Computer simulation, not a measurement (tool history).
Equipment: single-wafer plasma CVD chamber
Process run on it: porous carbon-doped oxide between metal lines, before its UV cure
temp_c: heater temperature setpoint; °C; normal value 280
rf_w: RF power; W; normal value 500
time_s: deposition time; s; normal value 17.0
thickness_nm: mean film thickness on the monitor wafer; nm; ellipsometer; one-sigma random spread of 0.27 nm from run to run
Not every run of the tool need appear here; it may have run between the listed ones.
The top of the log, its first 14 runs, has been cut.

run   hour  temp_c  rf_w  time_s  wafers since the last listed run  hours since the last thermocouple change  hours since the last RF generator calibration  hours since the showerhead was replaced  hours since the gauge calibration  read-back reference wafer on the same gauge, thickness_nm  thickness_nm
 15  276.4     286   550    19.5                               385                                      74.4                                         1707.2                                   3330.6                              837.8                                                    105.989       123.875
 16  309.8     280   500    19.8                               584                                     107.8                                         1740.6                                   3364.0                              871.2                                                    106.090       119.281
 17  342.9     274   500    17.0                               579                                     140.9                                         1773.7                                   3397.1                              904.3                                                    106.026       105.993
 18  364.0     280   420    14.5                               369                                     162.0                                         1794.8                                   3418.2                              925.4                                                    105.987        72.020
 19  386.1     291   500    17.0                               386                                     184.1                                         1816.9                                   3440.3                              947.5                                                    105.932        96.187
 20  406.0     280   500    17.0                               348                                     204.0                                         1836.8                                   3460.2                              967.4                                                    106.046       102.199
 21  433.9     269   585    17.0                               488                                     231.9                                         1864.7                                   3488.1                              995.3                                                    106.047       126.278
 22  464.3     290   500    17.9                               532                                     262.3                                         1895.1                                   3518.5                             1025.7                                                    106.011       101.930
     505.8  -- showerhead replaced
 23  506.3     271   465    15.6                               595                                     304.3                                         1937.1                                      0.5                             1067.7                                                    106.007        91.337
 24  522.6     280   560    15.5                               285                                     320.6                                         1953.4                                     16.8                             1084.0                                                    106.025       103.256
     536.5  -- RF generator calibrated
 25  546.0     280   425    17.0                               269                                     344.0                                            9.5                                     40.2                             1107.4                                                    105.885        87.315
     555.5  -- gauge calibrated
 26  565.6     275   545    14.4                               343                                     363.6                                           29.1                                     59.8                               10.1                                                    105.931        99.413
 27  592.2     265   570    18.5                               465                                     390.2                                           55.7                                     86.4                               36.7                                                    105.995       140.035
 28  618.1     280   500    17.0                               453                                     416.1                                           81.6                                    112.3                               62.6                                                    106.057       104.690
 29  638.1     280   500    14.1                               350                                     436.1                                          101.6                                    132.3                               82.6                                                    105.977        87.629
 30  710.6     272   500    17.0                              1269                                     508.6                                          174.1                                    204.8                              155.1                                                    105.990       109.273
 31  741.2     286   550    19.5                               535                                     539.2                                          204.7                                    235.4                              185.7                                                    105.960       126.070
 32  758.1     289   500    17.0                               295                                     556.1                                          221.6                                    252.3                              202.6                                                    105.951        99.725
 33  791.7     266   425    17.0                               588                                     589.7                                          255.2                                    285.9                              236.2                                                    106.050        94.330
 34  817.7     285   415    15.5                               455                                     615.7                                          281.2                                    311.9                              262.2                                                    105.928        75.056

Each row is a separate what-if for the run after 34, all from the same tool condition, not one after another. Results?
  A  818.1     280   555    17.0                                 7                                     616.1                                          281.6                                    312.3                              262.6                                                          ?             ?
  B  818.1     268   405    18.7                                 7                                     616.1                                          281.6                                    312.3                              262.6                                                          ?             ?
  C  818.1     280   410    17.0                                 7                                     616.1                                          281.6                                    312.3                              262.6                                                          ?             ?
  D  818.1     280   475    13.9                                 7                                     616.1                                          281.6                                    312.3                              262.6                                                          ?             ?

run  read-back reference wafer on the same gauge, thickness_nm  thickness_nm
  A                                                    105.905       115.436
  B                                                    105.905        96.479
  C                                                    105.905        83.484
  D                                                    105.905        81.954
Stripped of hidden state, with their random variation kept, the same runs would have yielded:
run  thickness_nm
  A       115.878
  B        96.935
  C        83.879
  D        82.280

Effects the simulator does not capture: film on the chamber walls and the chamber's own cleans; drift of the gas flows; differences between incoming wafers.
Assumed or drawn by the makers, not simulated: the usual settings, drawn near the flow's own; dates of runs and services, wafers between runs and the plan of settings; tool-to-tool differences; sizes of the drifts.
